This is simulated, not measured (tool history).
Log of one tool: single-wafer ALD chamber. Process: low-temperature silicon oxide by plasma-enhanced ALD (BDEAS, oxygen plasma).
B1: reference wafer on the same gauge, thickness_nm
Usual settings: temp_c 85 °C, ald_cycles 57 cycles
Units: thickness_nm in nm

{"run": 1, "hour": 0.0, "temp_c": 95, "ald_cycles": 49, "B1": 9.405, "thickness_nm": 7.449}
{"run": 2, "hour": 31.9, "temp_c": 95, "ald_cycles": 49, "B1": 9.389, "thickness_nm": 7.445}
{"run": 3, "hour": 56.2, "temp_c": 95, "ald_cycles": 49, "B1": 9.392, "thickness_nm": 7.451}
{"run": 4, "hour": 89.2, "temp_c": 85, "ald_cycles": 57, "B1": 9.373, "thickness_nm": 9.017}
{"run": 5, "hour": 114.5, "temp_c": 85, "ald_cycles": 57, "B1": 9.372, "thickness_nm": 8.974}
{"run": 6, "hour": 146.2, "temp_c": 85, "ald_cycles": 62, "B1": 9.361, "thickness_nm": 9.763}
{"run": 7, "hour": 187.5, "temp_c": 85, "ald_cycles": 60, "B1": 9.35, "thickness_nm": 9.415}
{"run": 8, "hour": 208.6, "temp_c": 85, "ald_cycles": 60, "B1": 9.353, "thickness_nm": 9.473}
{"run": 9, "hour": 241.6, "temp_c": 78, "ald_cycles": 57, "B1": 9.338, "thickness_nm": 9.186}
{"run": 10, "hour": 257.9, "temp_c": 78, "ald_cycles": 57, "B1": 9.324, "thickness_nm": 9.191}
{"run": 11, "hour": 277.3, "temp_c": 78, "ald_cycles": 57, "B1": 9.333, "thickness_nm": 9.198}
{"run": 12, "hour": 312.7, "temp_c": 85, "ald_cycles": 54, "B1": 9.317, "thickness_nm": 8.485}
{"run": 13, "hour": 336.5, "temp_c": 85, "ald_cycles": 54, "B1": 9.308, "thickness_nm": 8.419}
{"run": 14, "hour": 367.3, "temp_c": 85, "ald_cycles": 64, "B1": 9.311, "thickness_nm": 9.995}
{"run": 15, "hour": 391.0, "temp_c": 85, "ald_cycles": 64, "B1": 9.304, "thickness_nm": 10.014}
{"run": 16, "hour": 418.3, "temp_c": 85, "ald_cycles": 51, "B1": 9.296, "thickness_nm": 7.957}
{"hour": 454.6, "done": "gauge calibrated"}
{"run": 17, "hour": 505.0, "temp_c": 85, "ald_cycles": 57, "B1": 9.455, "thickness_nm": 9.085}
{"run": 18, "hour": 518.9, "temp_c": 85, "ald_cycles": 57, "B1": 9.461, "thickness_nm": 9.101}
{"run": 19, "hour": 599.7, "temp_c": 85, "ald_cycles": 57, "B1": 9.436, "thickness_nm": 9.075}
{"run": 20, "hour": 617.1, "temp_c": 79, "ald_cycles": 57, "B1": 9.437, "thickness_nm": 9.236}
{"run": 21, "hour": 646.4, "temp_c": 85, "ald_cycles": 46, "B1": 9.424, "thickness_nm": 7.286}
{"run": 22, "hour": 662.9, "temp_c": 81, "ald_cycles": 57, "B1": 9.417, "thickness_nm": 9.207}
{"run": 23, "hour": 682.7, "temp_c": 91, "ald_cycles": 52, "B1": 9.417, "thickness_nm": 8.032}
{"run": 24, "hour": 700.2, "temp_c": 94, "ald_cycles": 54, "B1": 9.414, "thickness_nm": 8.266}
{"run": 25, "hour": 715.0, "temp_c": 85, "ald_cycles": 50, "B1": 9.407, "thickness_nm": 7.932}
{"hour": 738.0, "done": "thermocouple changed; heater temperature recalibrated"}
{"run": 26, "hour": 738.5, "temp_c": 85, "ald_cycles": 57, "B1": 9.399, "thickness_nm": 8.994}
{"run": 27, "hour": 772.1, "temp_c": 85, "ald_cycles": 65, "B1": 9.392, "thickness_nm": 10.244}
{"run": 28, "hour": 806.9, "temp_c": 85, "ald_cycles": 57, "B1": 9.388, "thickness_nm": 8.993}
{"run": 29, "hour": 831.7, "temp_c": 85, "ald_cycles": 57, "B1": 9.368, "thickness_nm": 9.015}
{"run": 30, "hour": 866.6, "temp_c": 99, "ald_cycles": 64, "B1": 9.37, "thickness_nm": 9.576}
{"run": 31, "hour": 896.8, "temp_c": 85, "ald_cycles": 57, "B1": 9.371, "thickness_nm": 8.97}
{"run": 32, "hour": 917.1, "temp_c": 85, "ald_cycles": 57, "B1": 9.362, "thickness_nm": 8.997}
{"run": 33, "hour": 949.3, "temp_c": 98, "ald_cycles": 48, "B1": 9.341, "thickness_nm": 7.188}
{"run": 34, "hour": 966.5, "temp_c": 85, "ald_cycles": 57, "B1": 9.342, "thickness_nm": 8.968}
{"run": 35, "hour": 980.0, "temp_c": 85, "ald_cycles": 57, "B1": 9.338, "thickness_nm": 8.987}
{"run": 36, "hour": 998.5, "temp_c": 85, "ald_cycles": 57, "B1": 9.337, "thickness_nm": 8.971}
{"run": 37, "hour": 1016.2, "temp_c": 85, "ald_cycles": 67, "B1": 9.324, "thickness_nm": 10.566}
{"run": 38, "hour": 1046.2, "temp_c": 92, "ald_cycles": 57, "B1": 9.319, "thickness_nm": 8.725}
{"run": 39, "hour": 1080.2, "temp_c": 85, "ald_cycles": 61, "B1": 9.308, "thickness_nm": 9.602}
{"run": 40, "hour": 1104.3, "temp_c": 75, "ald_cycles": 54, "B1": 9.308, "thickness_nm": 8.749}

Forecast each of these 5 alternatives for the next run:
{"run": "A", "hour": 1104.8, "temp_c": 97, "ald_cycles": 57, "B1": "?", "thickness_nm": "?"}
{"run": "B", "hour": 1104.8, "temp_c": 81, "ald_cycles": 64, "B1": "?", "thickness_nm": "?"}
{"run": "C", "hour": 1104.8, "temp_c": 100, "ald_cycles": 52, "B1": "?", "thickness_nm": "?"}
{"run": "D", "hour": 1104.8, "temp_c": 85, "ald_cycles": 52, "B1": "?", "thickness_nm": "?"}
{"run": "E", "hour": 1104.8, "temp_c": 96, "ald_cycles": 47, "B1": "?", "thickness_nm": "?"}

run=A B1=9.308 thickness_nm=8.533
run=B B1=9.308 thickness_nm=10.17
run=C B1=9.308 thickness_nm=7.71
run=D B1=9.308 thickness_nm=8.144
run=E B1=9.308 thickness_nm=7.063
Without the tool's hidden state the same runs would have given:
run=A thickness_nm=8.701
run=B thickness_nm=10.37
run=C thickness_nm=7.861
run=D thickness_nm=8.303
run=E thickness_nm=7.202

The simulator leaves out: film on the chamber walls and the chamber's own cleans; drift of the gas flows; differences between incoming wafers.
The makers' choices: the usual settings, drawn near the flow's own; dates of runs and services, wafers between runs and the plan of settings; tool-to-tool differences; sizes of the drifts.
